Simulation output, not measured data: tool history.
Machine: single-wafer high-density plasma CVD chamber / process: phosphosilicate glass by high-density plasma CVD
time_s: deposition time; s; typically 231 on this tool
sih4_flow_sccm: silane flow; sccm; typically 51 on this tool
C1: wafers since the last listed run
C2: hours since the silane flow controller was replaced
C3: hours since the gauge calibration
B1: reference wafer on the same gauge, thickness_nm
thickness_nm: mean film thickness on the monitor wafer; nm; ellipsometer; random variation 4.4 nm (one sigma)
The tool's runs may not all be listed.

Run 1, hour 0: usual settings; C1 0; C2 3389.8; C3 705.9; B1 1289.612. Result: thickness_nm 1199.948 nm.
Run 2, hour 88.1: usual settings; C1 363; C2 3477.9; C3 794; B1 1289.611. Result: thickness_nm 1190.267 nm.
Run 3, hour 187.3: usual settings; C1 409; C2 3577.1; C3 893.2; B1 1291.001. Result: thickness_nm 1201.018 nm.
Run 4, hour 348.6: usual settings; C1 665; C2 3738.4; C3 1054.5; B1 1290.315. Result: thickness_nm 1197.016 nm.
Run 5, hour 415.4: usual settings but time_s 248 s; C1 275; C2 3805.2; C3 1121.3; B1 1289.162. Result: thickness_nm 1287.993 nm.
Run 6, hour 514: usual settings but time_s 248 s; C1 407; C2 3903.8; C3 1219.9; B1 1288.534. Result: thickness_nm 1298.005 nm.
Run 7, hour 555.5: usual settings but time_s 248 s; C1 171; C2 3945.3; C3 1261.4; B1 1287.766. Result: thickness_nm 1286.676 nm.
Run 8, hour 598.1: usual settings; C1 175; C2 3987.9; C3 1304; B1 1287.279. Result: thickness_nm 1202.123 nm.
Run 9, hour 684.5: usual settings but sih4_flow_sccm 57 sccm; C1 356; C2 4074.3; C3 1390.4; B1 1288.764. Result: thickness_nm 1342.865 nm.
At hour 775.1: gauge calibrated.
Run 10, hour 780.3: usual settings but time_s 248 s, sih4_flow_sccm 58 sccm; C1 395; C2 4170.1; C3 5.2; B1 1289.979. Result: thickness_nm 1476.761 nm.
Run 11, hour 869.5: usual settings but sih4_flow_sccm 46 sccm; C1 368; C2 4259.3; C3 94.4; B1 1290.804. Result: thickness_nm 1086.72 nm.
At hour 959.2: silane flow controller replaced.
Run 12, hour 975.3: usual settings but sih4_flow_sccm 54 sccm; C1 403; C2 16.1; C3 200.2; B1 1291.913. Result: thickness_nm 1214.816 nm.
Run 13, hour 1019: usual settings but time_s 188 s, sih4_flow_sccm 57 sccm; C1 180; C2 59.8; C3 243.9; B1 1289.602. Result: thickness_nm 1036.858 nm.
Run 14, hour 1065.1: usual settings but time_s 248 s, sih4_flow_sccm 58 sccm; C1 190; C2 105.9; C3 290; B1 1289.105. Result: thickness_nm 1391.982 nm.
Run 15, hour 1166.6: usual settings; C1 418; C2 207.4; C3 391.5; B1 1290.796. Result: thickness_nm 1139.171 nm.
Run 16, hour 1468.6: usual settings but sih4_flow_sccm 46 sccm; C1 1246; C2 509.4; C3 693.5; B1 1290.532. Result: thickness_nm 1038.464 nm.

Run-by-run hidden state of the tool:
gauge reads high (%): 0 in every run
H1: delivered silane flow above the setpoint (%)
run     H1
  1   5.32
  2   5.44
  3   5.58
  4    5.8
  5   5.89
  6   6.02
  7   6.08
  8   6.13
  9   6.25
 10   6.38
 11    6.5
 12  0.414
 13  0.473
 14  0.535
 15  0.672
 16   1.08
